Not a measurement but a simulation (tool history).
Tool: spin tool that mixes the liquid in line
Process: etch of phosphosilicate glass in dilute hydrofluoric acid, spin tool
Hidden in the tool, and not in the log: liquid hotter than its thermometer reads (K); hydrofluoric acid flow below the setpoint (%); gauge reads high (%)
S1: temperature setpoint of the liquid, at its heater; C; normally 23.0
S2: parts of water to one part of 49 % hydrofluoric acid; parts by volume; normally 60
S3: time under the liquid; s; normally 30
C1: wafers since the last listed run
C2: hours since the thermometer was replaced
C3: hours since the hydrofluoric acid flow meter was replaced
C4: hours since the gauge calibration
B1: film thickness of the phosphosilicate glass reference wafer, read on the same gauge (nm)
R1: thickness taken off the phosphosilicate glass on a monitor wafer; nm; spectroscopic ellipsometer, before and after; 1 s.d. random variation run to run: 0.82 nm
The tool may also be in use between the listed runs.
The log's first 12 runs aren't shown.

run	hour	S1	S2	S3	C1	C2	C3	C4	B1	R1
13	564.4	25.0	35	20	464	256.4	173.8	425.2	130.01	106.75
14	621.2	24.5	60	30	776	313.2	230.6	482.0	130.03	89.26
15	665.4	20.5	90	35	603	357.4	274.8	526.2	130.02	56.74
16	720.8	19.5	40	15	756	412.8	330.2	581.6	129.98	54.65
17	781.5	23.0	60	30	829	473.5	390.9	642.3	129.99	84.52
18	808.2	23.0	35	15	364	500.2	417.6	669.0	129.99	74.85
19	868.9	26.0	60	30	829	560.9	478.3	729.7	130.01	95.35
# hour 886.2: thermometer replaced
20	905.1	23.0	60	30	480	18.9	514.5	765.9	129.97	82.78
21	946.0	20.5	60	30	558	59.8	555.4	806.8	129.98	75.65
22	991.3	24.5	60	30	618	105.1	600.7	852.1	129.99	87.81
23	1034.8	23.0	70	30	594	148.6	644.2	895.6	130.02	69.85
24	1100.5	23.0	80	30	897	214.3	709.9	961.3	130.03	60.42
25	1173.9	23.0	60	30	1002	287.7	783.3	1034.7	130.00	82.37
26	1234.3	23.0	60	30	825	348.1	843.7	1095.1	129.98	82.88
27	1369.2	24.5	60	30	1843	483.0	978.6	1230.0	129.98	88.13
28	1433.9	23.0	60	30	884	547.7	1043.3	1294.7	129.99	82.66
29	1483.2	25.5	60	30	673	597.0	1092.6	1344.0	130.01	93.33
# hour 1542.6: thermometer replaced
30	1544.7	28.0	35	30	826	2.1	1154.1	1405.5	129.97	182.76
31	1584.2	23.0	60	30	539	41.6	1193.6	1445.0	130.02	82.88
32	1622.7	25.5	40	30	526	80.1	1232.1	1483.5	130.01	142.14

Branching from run 32: 4 alternative next runs. What would each branch give?
A	1623.1	23.0	60	45	5	80.5	1232.5	1483.9	?	?
B	1623.1	20.0	30	40	5	80.5	1232.5	1483.9	?	?
C	1623.1	20.0	60	30	5	80.5	1232.5	1483.9	?	?
D	1623.1	18.5	60	30	5	80.5	1232.5	1483.9	?	?

run	B1	R1
A	130.01	127.06
B	130.01	206.66
C	130.01	74.75
D	130.01	70.14
Without the tool's unlogged condition, the same runs would have read:
run	R1
A	127.06
B	206.66
C	74.75
D	70.14

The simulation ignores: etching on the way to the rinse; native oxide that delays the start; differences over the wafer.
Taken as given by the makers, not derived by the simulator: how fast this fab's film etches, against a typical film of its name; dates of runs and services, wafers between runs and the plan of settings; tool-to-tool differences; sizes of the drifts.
